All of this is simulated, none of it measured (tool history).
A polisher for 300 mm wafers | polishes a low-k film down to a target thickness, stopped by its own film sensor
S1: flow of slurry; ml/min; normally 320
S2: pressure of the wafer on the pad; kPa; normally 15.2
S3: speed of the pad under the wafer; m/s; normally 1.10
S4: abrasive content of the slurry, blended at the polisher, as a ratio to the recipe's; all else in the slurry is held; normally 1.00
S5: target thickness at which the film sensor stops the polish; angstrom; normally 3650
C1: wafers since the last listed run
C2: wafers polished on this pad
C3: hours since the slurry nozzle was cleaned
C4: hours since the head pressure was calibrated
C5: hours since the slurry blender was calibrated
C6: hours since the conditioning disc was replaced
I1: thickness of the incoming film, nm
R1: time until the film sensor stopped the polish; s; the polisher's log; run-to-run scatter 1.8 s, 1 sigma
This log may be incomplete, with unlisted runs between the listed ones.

| run | day | S1 | S2 | S3 | S4 | S5 | C1 | C2 | C3 | C4 | C5 | C6 | I1 | R1 |
|---|---|---|---|---|---|---|---|---|---|---|---|---|---|---|
| 1 | 0.000 | 320 | 13.8 | 1.28 | 1.00 | 3650 | 0 | 3 | 226.6 | 250.5 | 40.3 | 458.5 | 435.2 | 127.1 |
| 2 | 0.392 | 320 | 13.8 | 1.28 | 1.00 | 3650 | 72 | 76 | 236.0 | 259.9 | 49.7 | 467.9 | 433.8 | 125.3 |
| 3 | 0.983 | 320 | 13.8 | 1.28 | 1.00 | 3650 | 109 | 185 | 250.2 | 274.1 | 63.9 | 482.1 | 433.0 | 121.5 |
| 4 | 1.717 | 320 | 15.2 | 1.10 | 1.00 | 3560 | 135 | 321 | 267.8 | 291.7 | 81.5 | 499.7 | 434.1 | 141.2 |
| 5 | 1.971 | 320 | 15.2 | 1.10 | 1.00 | 3560 | 46 | 368 | 273.9 | 297.8 | 87.6 | 505.8 | 430.0 | 138.0 |
|  | 2.033 | slurry nozzle cleaned |
| 6 | 2.438 | 320 | 12.4 | 1.10 | 1.00 | 3650 | 78 | 446 | 9.7 | 309.0 | 98.8 | 517.0 | 431.0 | 151.5 |
| 7 | 3.067 | 320 | 12.4 | 1.10 | 1.00 | 3650 | 116 | 563 | 24.8 | 324.1 | 113.9 | 532.1 | 425.9 | 134.3 |
|  | 3.408 | worn pad replaced by a new one |
| 8 | 3.654 | 320 | 15.2 | 1.10 | 1.00 | 3650 | 77 | 45 | 38.9 | 338.2 | 128.0 | 546.2 | 430.4 | 118.6 |
|  | 3.938 | head pressure recalibrated |
| 9 | 4.154 | 320 | 15.2 | 1.10 | 0.75 | 3650 | 77 | 122 | 50.9 | 5.2 | 140.0 | 558.2 | 425.7 | 138.9 |
| 10 | 4.550 | 320 | 15.2 | 0.80 | 1.00 | 3650 | 73 | 195 | 60.4 | 14.7 | 149.5 | 567.7 | 428.7 | 164.4 |
|  | 4.892 | conditioning disc replaced and pad reconditioned |
|  | 4.975 | slurry blender recalibrated |
| 11 | 5.271 | 400 | 15.2 | 1.22 | 1.20 | 3860 | 102 | 298 | 77.7 | 32.0 | 7.1 | 9.1 | 431.0 | 75.2 |
| 12 | 5.612 | 425 | 17.9 | 1.44 | 1.00 | 3510 | 63 | 361 | 85.9 | 40.2 | 15.3 | 17.3 | 424.4 | 95.9 |
| 13 | 6.088 | 320 | 15.2 | 1.10 | 1.00 | 3650 | 87 | 449 | 97.3 | 51.6 | 26.7 | 28.7 | 438.1 | 141.9 |
| 14 | 6.721 | 370 | 17.2 | 0.80 | 0.75 | 3650 | 117 | 566 | 112.5 | 66.8 | 41.9 | 43.9 | 433.5 | 167.5 |

Below are 4 alternative next runs, each starting from the tool's condition after run 14. Predict each:
| A | 6.742 | 220 | 15.2 | 1.10 | 1.00 | 3650 | 3 | 570 | 113.0 | 67.3 | 42.4 | 44.4 | 433.1 | ? |
| B | 6.742 | 225 | 13.1 | 1.10 | 1.00 | 3490 | 3 | 570 | 113.0 | 67.3 | 42.4 | 44.4 | 433.1 | ? |
| C | 6.742 | 390 | 20.7 | 1.10 | 1.00 | 3650 | 3 | 570 | 113.0 | 67.3 | 42.4 | 44.4 | 433.1 | ? |
| D | 6.742 | 410 | 15.2 | 0.94 | 1.10 | 3650 | 3 | 570 | 113.0 | 67.3 | 42.4 | 44.4 | 433.1 | ? |

| run | R1 |
|---|---|
| A | 137.5 |
| B | 196.0 |
| C | 95.0 |
| D | 141.0 |
With the hidden condition removed and each run's random variation left untouched, the same runs would have given:
| run | R1 |
|---|---|
| A | 146.6 |
| B | 208.9 |
| C | 101.3 |
| D | 150.3 |
